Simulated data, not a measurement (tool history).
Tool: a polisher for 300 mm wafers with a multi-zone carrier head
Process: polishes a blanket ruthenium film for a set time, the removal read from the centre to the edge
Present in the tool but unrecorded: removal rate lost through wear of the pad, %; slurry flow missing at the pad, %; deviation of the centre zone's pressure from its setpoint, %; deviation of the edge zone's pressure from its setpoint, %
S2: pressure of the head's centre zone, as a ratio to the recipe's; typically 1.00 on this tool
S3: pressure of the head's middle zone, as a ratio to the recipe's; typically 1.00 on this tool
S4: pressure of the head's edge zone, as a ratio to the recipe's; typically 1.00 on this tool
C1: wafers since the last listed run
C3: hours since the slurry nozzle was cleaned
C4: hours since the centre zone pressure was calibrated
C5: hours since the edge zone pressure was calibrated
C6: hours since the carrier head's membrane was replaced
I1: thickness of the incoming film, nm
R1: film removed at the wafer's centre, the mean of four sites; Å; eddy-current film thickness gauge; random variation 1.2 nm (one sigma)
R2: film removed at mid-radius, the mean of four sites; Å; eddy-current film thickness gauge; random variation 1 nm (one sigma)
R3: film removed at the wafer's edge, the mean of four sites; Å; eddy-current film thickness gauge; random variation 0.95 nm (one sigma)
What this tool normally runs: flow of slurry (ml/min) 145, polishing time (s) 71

Run 1, day 0.000: usual settings; C1 0; wafers polished on this pad 2692; C3 711.3; C4 567.5; C5 26.1; C6 540.4; I1 511.6. Result: R1 605 Å, R2 578 Å, R3 622 Å.
At day 0.017: worn pad replaced by a new one.
Run 2, day 3.608: usual settings; C1 946; wafers polished on this pad 946; C3 797.9; C4 654.1; C5 112.7; C6 627.0; I1 515.4. Result: R1 602 Å, R2 597 Å, R3 652 Å.
Run 3, day 8.008: usual settings; C1 1159; wafers polished on this pad 2106; C3 903.5; C4 759.7; C5 218.3; C6 732.6; I1 512.6. Result: R1 587 Å, R2 581 Å, R3 635 Å.
At day 8.300: slurry nozzle cleaned.
At day 9.633: worn pad replaced by a new one.
Run 4, day 10.738: usual settings; C1 664; wafers polished on this pad 290; C3 58.5; C4 825.2; C5 283.8; C6 798.1; I1 523.4. Result: R1 778 Å, R2 736 Å, R3 784 Å.
Run 5, day 15.067: usual settings; C1 1141; wafers polished on this pad 1431; C3 162.4; C4 929.1; C5 387.7; C6 902.0; I1 516.6. Result: R1 703 Å, R2 680 Å, R3 700 Å.
Run 6, day 18.621: usual settings; C1 936; wafers polished on this pad 2368; C3 247.7; C4 1014.4; C5 473.0; C6 987.3; I1 522.5. Result: R1 663 Å, R2 635 Å, R3 675 Å.
At day 20.004: worn pad replaced by a new one.
Run 7, day 21.883: usual settings; C1 815; wafers polished on this pad 495; C3 326.0; C4 1092.7; C5 551.3; C6 1065.6; I1 519.0. Result: R1 700 Å, R2 681 Å, R3 720 Å.
At day 22.183: centre zone pressure recalibrated.
Run 8, day 23.638: usual settings; C1 440; wafers polished on this pad 935; C3 368.1; C4 34.9; C5 593.4; C6 1107.7; I1 515.8. Result: R1 676 Å, R2 656 Å, R3 683 Å.
Run 9, day 25.629: usual settings but S3 0.91; C1 524; wafers polished on this pad 1460; C3 415.9; C4 82.7; C5 641.2; C6 1155.5; I1 520.8. Result: R1 644 Å, R2 584 Å, R3 664 Å.
At day 28.312: edge zone pressure recalibrated.
Run 10, day 30.079: usual settings but flow of slurry (ml/min) 115, S3 0.96, S4 1.08, polishing time (s) 46; C1 1150; wafers polished on this pad 2611; C3 522.7; C4 189.5; C5 42.4; C6 1262.3; I1 529.2. Result: R1 364 Å, R2 358 Å, R3 401 Å.
At day 32.246: worn pad replaced by a new one.
Run 11, day 32.379: usual settings but flow of slurry (ml/min) 125, S4 1.04, polishing time (s) 90; C1 562; wafers polished on this pad 34; C3 577.9; C4 244.7; C5 97.6; C6 1317.5; I1 515.4. Result: R1 807 Å, R2 817 Å, R3 895 Å.
At day 36.038: carrier head's membrane replaced by a new one.
Run 12, day 36.533: usual settings but flow of slurry (ml/min) 180, S2 0.89, polishing time (s) 50; C1 1039; wafers polished on this pad 1074; C3 677.6; C4 344.4; C5 197.3; C6 11.9; I1 519.3. Result: R1 435 Å, R2 471 Å, R3 484 Å.
Run 13, day 39.421: usual settings but flow of slurry (ml/min) 115, S2 1.11, S4 0.95, polishing time (s) 84; C1 761; wafers polished on this pad 1835; C3 746.9; C4 413.7; C5 266.6; C6 81.2; I1 520.8. Result: R1 720 Å, R2 641 Å, R3 698 Å.
At day 40.862: slurry nozzle cleaned.
At day 42.654: worn pad replaced by a new one.
Run 14, day 43.850: usual settings but flow of slurry (ml/min) 175, S2 1.08, S3 0.89, polishing time (s) 56; C1 1112; wafers polished on this pad 315; C3 71.7; C4 520.0; C5 372.9; C6 187.5; I1 528.3. Result: R1 688 Å, R2 545 Å, R3 633 Å.
Run 15, day 47.600: usual settings; C1 988; wafers polished on this pad 1303; C3 161.7; C4 610.0; C5 462.9; C6 277.5; I1 513.6. Result: R1 702 Å, R2 659 Å, R3 714 Å.
Run 16, day 51.921: usual settings; C1 1138; wafers polished on this pad 2442; C3 265.4; C4 713.7; C5 566.6; C6 381.2; I1 518.8. Result: R1 664 Å, R2 643 Å, R3 682 Å.
At day 54.692: worn pad replaced by a new one.
Run 17, day 55.900: usual settings but S2 0.92; C1 1004; wafers polished on this pad 317; C3 360.9; C4 809.2; C5 662.1; C6 476.7; I1 510.3. Result: R1 672 Å, R2 686 Å, R3 727 Å.

What differs in the tool's unlogged condition from the final listed run ahead of each entry between runs to the first listed run following it?
Run 1 -> run 2: worn pad replaced by a new one (day 0.017)
  removal rate lost through wear of the pad, %: 12.8 -> 8.24; slurry flow missing at the pad, %: 43.4 -> 44.3
  measured minus no-state result, R1: -245 -> -208 Å; R2: -213 -> -184 Å; R3: -182 -> -152 Å
Run 3 -> run 4: slurry nozzle cleaned (day 8.300); worn pad replaced by a new one (day 9.633)
  removal rate lost through wear of the pad, %: 11.6 -> 3.83; slurry flow missing at the pad, %: 45.2 -> 8.52
  measured minus no-state result, R1: -239 -> -50 Å; R2: -214 -> -44 Å; R3: -181 -> -43 Å
Run 6 -> run 7: worn pad replaced by a new one (day 20.004)
  removal rate lost through wear of the pad, %: 12.1 -> 6.5; slurry flow missing at the pad, %: 23.9 -> 27.9
  measured minus no-state result, R1: -153 -> -126 Å; R2: -139 -> -113 Å; R3: -131 -> -98 Å
Run 7 -> run 8: centre zone pressure recalibrated (day 22.183)
  removal rate lost through wear of the pad, %: 6.5 -> 9.37; slurry flow missing at the pad, %: 27.9 -> 29.7
  measured minus no-state result, R1: -126 -> -154 Å; R2: -113 -> -139 Å; R3: -98 -> -121 Å
Run 9 -> run 10: edge zone pressure recalibrated (day 28.312)
  removal rate lost through wear of the pad, %: 11.3 -> 13.3; slurry flow missing at the pad, %: 31.4 -> 34.3
  measured minus no-state result, R1: -172 -> -136 Å; R2: -145 -> -121 Å; R3: -140 -> -110 Å
Run 10 -> run 11: worn pad replaced by a new one (day 32.246)
  removal rate lost through wear of the pad, %: 13.3 -> 2.56; slurry flow missing at the pad, %: 34.3 -> 35.5
  measured minus no-state result, R1: -136 -> -172 Å; R2: -121 -> -153 Å; R3: -110 -> -116 Å
Run 11 -> run 12: carrier head's membrane replaced by a new one (day 36.038)
  removal rate lost through wear of the pad, %: 2.56 -> 10.8; slurry flow missing at the pad, %: 35.5 -> 37.1
  measured minus no-state result, R1: -172 -> -115 Å; R2: -153 -> -117 Å; R3: -116 -> -101 Å
Run 13 -> run 14: slurry nozzle cleaned (day 40.862); worn pad replaced by a new one (day 42.654)
  removal rate lost through wear of the pad, %: 12.9 -> 3.87; slurry flow missing at the pad, %: 38 -> 10.3
  measured minus no-state result, R1: -296 -> -45 Å; R2: -236 -> -33 Å; R3: -201 -> -36 Å
Run 16 -> run 17: worn pad replaced by a new one (day 54.692)
  removal rate lost through wear of the pad, %: 12 -> 3.98; slurry flow missing at the pad, %: 25.3 -> 29.8
  measured minus no-state result, R1: -158 -> -107 Å; R2: -144 -> -99 Å; R3: -134 -> -81 Å
